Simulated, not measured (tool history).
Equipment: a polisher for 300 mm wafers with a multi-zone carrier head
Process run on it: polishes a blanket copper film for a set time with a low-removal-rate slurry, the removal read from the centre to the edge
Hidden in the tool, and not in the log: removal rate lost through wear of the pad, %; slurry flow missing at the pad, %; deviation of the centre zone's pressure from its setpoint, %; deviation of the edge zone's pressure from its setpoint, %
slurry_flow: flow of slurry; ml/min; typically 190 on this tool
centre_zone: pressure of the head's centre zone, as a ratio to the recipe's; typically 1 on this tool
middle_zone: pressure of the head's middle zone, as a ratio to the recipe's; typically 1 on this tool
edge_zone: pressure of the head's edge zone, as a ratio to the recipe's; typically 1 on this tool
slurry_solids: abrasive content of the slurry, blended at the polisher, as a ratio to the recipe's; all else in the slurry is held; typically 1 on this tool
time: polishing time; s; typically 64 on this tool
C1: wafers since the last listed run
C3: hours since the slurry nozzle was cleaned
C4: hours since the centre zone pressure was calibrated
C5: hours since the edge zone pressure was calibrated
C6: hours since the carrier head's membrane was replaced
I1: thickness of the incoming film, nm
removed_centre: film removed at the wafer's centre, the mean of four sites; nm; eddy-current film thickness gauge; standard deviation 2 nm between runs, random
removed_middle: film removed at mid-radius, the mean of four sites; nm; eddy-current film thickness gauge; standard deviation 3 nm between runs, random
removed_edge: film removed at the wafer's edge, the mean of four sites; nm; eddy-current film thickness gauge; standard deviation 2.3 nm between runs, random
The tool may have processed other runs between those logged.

{"run": 1, "hour": 0.0, "slurry_flow": 190, "centre_zone": 1, "middle_zone": 1, "edge_zone": 1, "slurry_solids": 1, "time": 64, "C1": 0, "wafers polished on this pad": 207, "C3": 97.8, "C4": 835.8, "C5": 55.6, "C6": 796.1, "I1": 1194.2, "removed_centre": 211.6, "removed_middle": 210, "removed_edge": 208.7}
{"run": 2, "hour": 35.0, "slurry_flow": 190, "centre_zone": 1, "middle_zone": 1, "edge_zone": 1, "slurry_solids": 1, "time": 64, "C1": 402, "wafers polished on this pad": 609, "C3": 132.8, "C4": 870.8, "C5": 90.6, "C6": 831.1, "I1": 1177.1, "removed_centre": 201.2, "removed_middle": 202.4, "removed_edge": 195.6}
{"hour": 50.7, "done": "centre zone pressure recalibrated"}
{"run": 3, "hour": 56.6, "slurry_flow": 255, "centre_zone": 1, "middle_zone": 0.9, "edge_zone": 0.89, "slurry_solids": 1, "time": 84, "C1": 225, "wafers polished on this pad": 834, "C3": 154.4, "C4": 5.9, "C5": 112.2, "C6": 852.7, "I1": 1166.9, "removed_centre": 266.9, "removed_middle": 247.9, "removed_edge": 248.6}
{"run": 4, "hour": 76.8, "slurry_flow": 190, "centre_zone": 1, "middle_zone": 1, "edge_zone": 1, "slurry_solids": 1, "time": 64, "C1": 232, "wafers polished on this pad": 1066, "C3": 174.6, "C4": 26.1, "C5": 132.4, "C6": 872.9, "I1": 1188.5, "removed_centre": 193.8, "removed_middle": 190, "removed_edge": 190}
{"run": 5, "hour": 90.2, "slurry_flow": 190, "centre_zone": 1.06, "middle_zone": 1, "edge_zone": 1, "slurry_solids": 1, "time": 64, "C1": 154, "wafers polished on this pad": 1220, "C3": 188, "C4": 39.5, "C5": 145.8, "C6": 886.3, "I1": 1191, "removed_centre": 200.9, "removed_middle": 197.9, "removed_edge": 195.4}
{"run": 6, "hour": 119.3, "slurry_flow": 190, "centre_zone": 0.88, "middle_zone": 1, "edge_zone": 1, "slurry_solids": 1, "time": 64, "C1": 334, "wafers polished on this pad": 1555, "C3": 217.1, "C4": 68.6, "C5": 174.9, "C6": 915.4, "I1": 1161.8, "removed_centre": 179.2, "removed_middle": 192.2, "removed_edge": 188.4}
{"run": 7, "hour": 151.0, "slurry_flow": 190, "centre_zone": 1, "middle_zone": 1, "edge_zone": 1, "slurry_solids": 1, "time": 64, "C1": 364, "wafers polished on this pad": 1919, "C3": 248.8, "C4": 100.3, "C5": 206.6, "C6": 947.1, "I1": 1194.6, "removed_centre": 191, "removed_middle": 191.7, "removed_edge": 191.4}
{"run": 8, "hour": 182.4, "slurry_flow": 190, "centre_zone": 1, "middle_zone": 0.95, "edge_zone": 1.08, "slurry_solids": 1, "time": 64, "C1": 360, "wafers polished on this pad": 2280, "C3": 280.2, "C4": 131.7, "C5": 238, "C6": 978.5, "I1": 1185.2, "removed_centre": 193.1, "removed_middle": 178.9, "removed_edge": 195.1}
{"run": 9, "hour": 197.4, "slurry_flow": 190, "centre_zone": 1, "middle_zone": 1.06, "edge_zone": 1.1, "slurry_solids": 1, "time": 64, "C1": 172, "wafers polished on this pad": 2452, "C3": 295.2, "C4": 146.7, "C5": 253, "C6": 993.5, "I1": 1183.1, "removed_centre": 185.9, "removed_middle": 198.5, "removed_edge": 195.7}
{"hour": 209.4, "done": "worn pad replaced by a new one"}
{"hour": 220.4, "done": "carrier head's membrane replaced by a new one"}
{"run": 10, "hour": 289.7, "slurry_flow": 190, "centre_zone": 1, "middle_zone": 1, "edge_zone": 1, "slurry_solids": 1, "time": 64, "C1": 957, "wafers polished on this pad": 865, "C3": 387.5, "C4": 239, "C5": 345.3, "C6": 69.3, "I1": 1170.5, "removed_centre": 191.4, "removed_middle": 195.4, "removed_edge": 193}
{"hour": 297.7, "done": "slurry nozzle cleaned"}
{"hour": 307.9, "done": "edge zone pressure recalibrated"}
{"run": 11, "hour": 319.5, "slurry_flow": 190, "centre_zone": 1, "middle_zone": 1.04, "edge_zone": 1, "slurry_solids": 1, "time": 64, "C1": 308, "wafers polished on this pad": 1173, "C3": 21.8, "C4": 268.8, "C5": 11.6, "C6": 99.1, "I1": 1161.9, "removed_centre": 193.4, "removed_middle": 197.4, "removed_edge": 186}
{"run": 12, "hour": 395.3, "slurry_flow": 145, "centre_zone": 1.1, "middle_zone": 1, "edge_zone": 1, "slurry_solids": 1, "time": 70, "C1": 871, "wafers polished on this pad": 2044, "C3": 97.6, "C4": 344.6, "C5": 87.4, "C6": 174.9, "I1": 1185.1, "removed_centre": 205.2, "removed_middle": 194.9, "removed_edge": 198.5}
{"run": 13, "hour": 431.3, "slurry_flow": 235, "centre_zone": 0.91, "middle_zone": 1.11, "edge_zone": 1, "slurry_solids": 1, "time": 79, "C1": 413, "wafers polished on this pad": 2458, "C3": 133.6, "C4": 380.6, "C5": 123.4, "C6": 210.9, "I1": 1176.4, "removed_centre": 225.2, "removed_middle": 253.6, "removed_edge": 227.4}
{"hour": 437.5, "done": "worn pad replaced by a new one"}
{"run": 14, "hour": 450.3, "slurry_flow": 190, "centre_zone": 1, "middle_zone": 1, "edge_zone": 1, "slurry_solids": 1, "time": 64, "C1": 172, "wafers polished on this pad": 147, "C3": 152.6, "C4": 399.6, "C5": 142.4, "C6": 229.9, "I1": 1187.4, "removed_centre": 202.6, "removed_middle": 201.7, "removed_edge": 199.4}
{"run": 15, "hour": 468.9, "slurry_flow": 190, "centre_zone": 0.89, "middle_zone": 1, "edge_zone": 1, "slurry_solids": 1, "time": 76, "C1": 213, "wafers polished on this pad": 361, "C3": 171.2, "C4": 418.2, "C5": 161, "C6": 248.5, "I1": 1184.2, "removed_centre": 219.9, "removed_middle": 238.1, "removed_edge": 236.9}
{"run": 16, "hour": 486.9, "slurry_flow": 190, "centre_zone": 1, "middle_zone": 1, "edge_zone": 1, "slurry_solids": 1, "time": 64, "C1": 206, "wafers polished on this pad": 568, "C3": 189.2, "C4": 436.2, "C5": 179, "C6": 266.5, "I1": 1174.3, "removed_centre": 196.6, "removed_middle": 194, "removed_edge": 189.2}
{"run": 17, "hour": 506.4, "slurry_flow": 190, "centre_zone": 1, "middle_zone": 1, "edge_zone": 1, "slurry_solids": 1, "time": 64, "C1": 224, "wafers polished on this pad": 792, "C3": 208.7, "C4": 455.7, "C5": 198.5, "C6": 286, "I1": 1189.3, "removed_centre": 192.7, "removed_middle": 189.3, "removed_edge": 190.9}
{"run": 18, "hour": 528.1, "slurry_flow": 190, "centre_zone": 1, "middle_zone": 1, "edge_zone": 1, "slurry_solids": 1, "time": 64, "C1": 249, "wafers polished on this pad": 1041, "C3": 230.4, "C4": 477.4, "C5": 220.2, "C6": 307.7, "I1": 1197.1, "removed_centre": 189.6, "removed_middle": 186.7, "removed_edge": 189.8}
{"run": 19, "hour": 547.0, "slurry_flow": 190, "centre_zone": 1, "middle_zone": 1, "edge_zone": 1, "slurry_solids": 1, "time": 64, "C1": 217, "wafers polished on this pad": 1258, "C3": 249.3, "C4": 496.3, "C5": 239.1, "C6": 326.6, "I1": 1183.9, "removed_centre": 185.6, "removed_middle": 185.7, "removed_edge": 180.5}
{"run": 20, "hour": 563.1, "slurry_flow": 130, "centre_zone": 1.04, "middle_zone": 1, "edge_zone": 1, "slurry_solids": 1, "time": 64, "C1": 185, "wafers polished on this pad": 1443, "C3": 265.4, "C4": 512.4, "C5": 255.2, "C6": 342.7, "I1": 1199.1, "removed_centre": 177.8, "removed_middle": 172.9, "removed_edge": 174.7}
{"run": 21, "hour": 594.2, "slurry_flow": 190, "centre_zone": 1, "middle_zone": 0.96, "edge_zone": 1, "slurry_solids": 0.9, "time": 64, "C1": 357, "wafers polished on this pad": 1801, "C3": 296.5, "C4": 543.5, "C5": 286.3, "C6": 373.8, "I1": 1172.9, "removed_centre": 183.9, "removed_middle": 176.2, "removed_edge": 179.4}

4 options for the next run, each taken on its own from the tool as it stands now. Forecast them:
{"run": "A", "hour": 594.6, "slurry_flow": 190, "centre_zone": 1, "middle_zone": 1, "edge_zone": 1, "slurry_solids": 1, "time": 64, "C1": 4, "wafers polished on this pad": 1805, "C3": 296.9, "C4": 543.9, "C5": 286.7, "C6": 374.2, "I1": 1175.8, "removed_centre": "?", "removed_middle": "?", "removed_edge": "?"}
{"run": "B", "hour": 594.6, "slurry_flow": 190, "centre_zone": 0.95, "middle_zone": 1, "edge_zone": 1, "slurry_solids": 0.75, "time": 64, "C1": 4, "wafers polished on this pad": 1805, "C3": 296.9, "C4": 543.9, "C5": 286.7, "C6": 374.2, "I1": 1175.8, "removed_centre": "?", "removed_middle": "?", "removed_edge": "?"}
{"run": "C", "hour": 594.6, "slurry_flow": 190, "centre_zone": 1, "middle_zone": 1.05, "edge_zone": 1, "slurry_solids": 1.1, "time": 57, "C1": 4, "wafers polished on this pad": 1805, "C3": 296.9, "C4": 543.9, "C5": 286.7, "C6": 374.2, "I1": 1175.8, "removed_centre": "?", "removed_middle": "?", "removed_edge": "?"}
{"run": "D", "hour": 594.6, "slurry_flow": 190, "centre_zone": 1, "middle_zone": 1.1, "edge_zone": 1, "slurry_solids": 1, "time": 64, "C1": 4, "wafers polished on this pad": 1805, "C3": 296.9, "C4": 543.9, "C5": 286.7, "C6": 374.2, "I1": 1175.8, "removed_centre": "?", "removed_middle": "?", "removed_edge": "?"}

run=A removed_centre=181.3 removed_middle=185.5 removed_edge=183.7
run=B removed_centre=170.2 removed_middle=179.1 removed_edge=177.4
run=C removed_centre=163.6 removed_middle=174.4 removed_edge=165.6
run=D removed_centre=181.4 removed_middle=201.1 removed_edge=183.4
The same runs, with their run-to-run variation unchanged, on a tool lacking any hidden condition would have given:
run=A removed_centre=211.9 removed_middle=216.8 removed_edge=214.8
run=B removed_centre=199 removed_middle=209.4 removed_edge=207.3
run=C removed_centre=191.2 removed_middle=203.8 removed_edge=193.6
run=D removed_centre=212.1 removed_middle=235.1 removed_edge=214.5
